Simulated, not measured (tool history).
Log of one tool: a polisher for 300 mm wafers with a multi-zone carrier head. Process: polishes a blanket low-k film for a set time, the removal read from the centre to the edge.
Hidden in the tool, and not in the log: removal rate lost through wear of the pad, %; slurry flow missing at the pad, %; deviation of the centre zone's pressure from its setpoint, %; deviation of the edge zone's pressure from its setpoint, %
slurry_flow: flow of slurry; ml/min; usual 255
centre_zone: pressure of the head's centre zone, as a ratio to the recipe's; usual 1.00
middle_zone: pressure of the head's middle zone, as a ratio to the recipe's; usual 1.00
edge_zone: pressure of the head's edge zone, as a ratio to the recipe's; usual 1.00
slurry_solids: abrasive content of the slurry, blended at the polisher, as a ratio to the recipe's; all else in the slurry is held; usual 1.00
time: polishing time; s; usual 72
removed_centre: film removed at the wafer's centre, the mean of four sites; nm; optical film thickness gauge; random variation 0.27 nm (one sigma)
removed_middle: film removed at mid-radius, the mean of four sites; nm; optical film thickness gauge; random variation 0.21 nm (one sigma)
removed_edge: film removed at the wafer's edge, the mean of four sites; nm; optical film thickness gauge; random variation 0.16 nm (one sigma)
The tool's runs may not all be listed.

| run | hour | slurry_flow | centre_zone | middle_zone | edge_zone | slurry_solids | time | wafers since the last listed run | wafers polished on this pad | hours since the slurry nozzle was cleaned | hours since the centre zone pressure was calibrated | hours since the edge zone pressure was calibrated | hours since the carrier head's membrane was replaced | incoming thickness of the incoming film, nm | removed_centre | removed_middle | removed_edge |
|---|---|---|---|---|---|---|---|---|---|---|---|---|---|---|---|---|---|
| 1 | 0.0 | 255 | 1.00 | 1.00 | 1.00 | 1.00 | 72 | 0 | 2857 | 230.3 | 81.8 | 198.8 | 776.1 | 383.5 | 20.5 | 20.4 | 20.2 |
|  | 43.6 | worn pad replaced by a new one |
| 2 | 52.1 | 255 | 1.00 | 1.00 | 1.00 | 1.00 | 72 | 424 | 75 | 282.4 | 133.9 | 250.9 | 828.2 | 387.2 | 20.4 | 20.2 | 20.0 |
| 3 | 154.1 | 255 | 1.00 | 1.00 | 1.00 | 1.00 | 72 | 900 | 975 | 384.4 | 235.9 | 352.9 | 930.2 | 392.9 | 20.5 | 20.5 | 20.0 |
| 4 | 199.8 | 255 | 1.00 | 1.00 | 1.00 | 1.00 | 72 | 403 | 1378 | 430.1 | 281.6 | 398.6 | 975.9 | 383.6 | 20.3 | 20.3 | 20.4 |
|  | 274.6 | slurry nozzle cleaned |
| 5 | 304.9 | 255 | 1.00 | 1.00 | 1.00 | 1.00 | 72 | 918 | 2297 | 30.3 | 386.7 | 503.7 | 1081.0 | 388.2 | 20.3 | 20.0 | 20.0 |
| 6 | 372.5 | 255 | 1.00 | 1.00 | 1.00 | 1.00 | 72 | 596 | 2893 | 97.9 | 454.3 | 571.3 | 1148.6 | 389.9 | 20.4 | 20.7 | 19.9 |
|  | 391.9 | worn pad replaced by a new one |
| 7 | 423.6 | 285 | 1.00 | 1.00 | 1.00 | 1.00 | 72 | 415 | 279 | 149.0 | 505.4 | 622.4 | 1199.7 | 392.9 | 21.1 | 20.0 | 20.1 |
| 8 | 472.4 | 285 | 1.00 | 1.00 | 1.00 | 1.00 | 72 | 430 | 710 | 197.8 | 554.2 | 671.2 | 1248.5 | 392.1 | 20.3 | 20.8 | 20.6 |
| 9 | 515.0 | 255 | 1.00 | 1.09 | 0.92 | 1.00 | 72 | 375 | 1086 | 240.4 | 596.8 | 713.8 | 1291.1 | 386.5 | 20.4 | 21.9 | 19.5 |
|  | 561.4 | centre zone pressure recalibrated |
| 10 | 608.4 | 255 | 1.00 | 1.00 | 1.00 | 1.00 | 72 | 806 | 1892 | 333.8 | 47.0 | 807.2 | 1384.5 | 389.8 | 20.2 | 20.3 | 19.7 |
| 11 | 662.9 | 255 | 0.94 | 1.08 | 1.00 | 1.00 | 72 | 480 | 2373 | 388.3 | 101.5 | 861.7 | 1439.0 | 388.7 | 19.2 | 21.8 | 20.0 |
|  | 709.8 | carrier head's membrane replaced by a new one |
|  | 734.2 | worn pad replaced by a new one |
| 12 | 734.7 | 255 | 1.00 | 1.00 | 1.00 | 1.00 | 72 | 554 | 3 | 460.1 | 173.3 | 933.5 | 24.9 | 391.6 | 20.0 | 20.2 | 20.1 |
| 13 | 786.6 | 255 | 1.00 | 1.00 | 1.00 | 0.85 | 72 | 458 | 461 | 512.0 | 225.2 | 985.4 | 76.8 | 397.2 | 18.9 | 18.5 | 18.3 |
| 14 | 854.8 | 170 | 1.00 | 0.89 | 1.00 | 1.30 | 48 | 601 | 1063 | 580.2 | 293.4 | 1053.6 | 145.0 | 396.8 | 14.7 | 13.5 | 14.7 |
|  | 883.4 | slurry nozzle cleaned |
| 15 | 898.4 | 335 | 0.95 | 1.00 | 1.06 | 1.00 | 72 | 375 | 1439 | 15.0 | 337.0 | 1097.2 | 188.6 | 385.3 | 20.2 | 20.6 | 20.8 |
|  | 921.3 | edge zone pressure recalibrated |
| 16 | 965.8 | 255 | 1.00 | 1.00 | 1.04 | 1.00 | 72 | 577 | 2016 | 82.4 | 404.4 | 44.5 | 256.0 | 388.2 | 20.1 | 20.4 | 20.3 |
| 17 | 1047.0 | 255 | 1.00 | 1.00 | 1.00 | 1.00 | 72 | 716 | 2733 | 163.6 | 485.6 | 125.7 | 337.2 | 387.2 | 20.1 | 20.0 | 19.8 |
| 18 | 1093.6 | 255 | 1.00 | 1.00 | 1.00 | 1.00 | 72 | 411 | 3144 | 210.2 | 532.2 | 172.3 | 383.8 | 391.6 | 20.9 | 20.1 | 19.9 |
|  | 1134.2 | worn pad replaced by a new one |
| 19 | 1198.4 | 255 | 1.00 | 1.00 | 0.91 | 0.80 | 72 | 889 | 566 | 315.0 | 637.0 | 277.1 | 488.6 | 393.5 | 17.7 | 18.0 | 17.1 |
|  | 1260.4 | centre zone pressure recalibrated |
| 20 | 1303.6 | 310 | 1.09 | 0.91 | 1.05 | 1.00 | 72 | 910 | 1476 | 420.2 | 43.2 | 382.3 | 593.8 | 391.7 | 22.2 | 19.0 | 20.8 |
| 21 | 1362.5 | 280 | 1.00 | 1.00 | 1.00 | 1.00 | 72 | 519 | 1996 | 479.1 | 102.1 | 441.2 | 652.7 | 385.8 | 20.7 | 20.7 | 20.2 |
| 22 | 1496.8 | 220 | 1.00 | 1.06 | 1.00 | 1.00 | 72 | 1185 | 3181 | 613.4 | 236.4 | 575.5 | 787.0 | 381.3 | 19.4 | 21.0 | 19.7 |

Forecast each of these 3 alternatives for the next run:
| A | 1497.2 | 190 | 1.00 | 1.00 | 1.00 | 1.00 | 72 | 3 | 3185 | 613.8 | 236.8 | 575.9 | 787.4 | 393.5 | ? | ? | ? |
| B | 1497.2 | 255 | 1.07 | 1.00 | 1.00 | 1.00 | 72 | 3 | 3185 | 613.8 | 236.8 | 575.9 | 787.4 | 393.5 | ? | ? | ? |
| C | 1497.2 | 255 | 1.05 | 1.00 | 1.00 | 1.00 | 87 | 3 | 3185 | 613.8 | 236.8 | 575.9 | 787.4 | 393.5 | ? | ? | ? |

| run | removed_centre | removed_middle | removed_edge |
|---|---|---|---|
| A | 19.7 | 19.8 | 19.6 |
| B | 21.8 | 20.4 | 20.1 |
| C | 25.8 | 24.7 | 24.2 |
Without the tool's hidden state the same runs would have given:
| run | removed_centre | removed_middle | removed_edge |
|---|---|---|---|
| A | 19.7 | 19.8 | 19.6 |
| B | 21.8 | 20.4 | 20.1 |
| C | 25.8 | 24.7 | 24.2 |
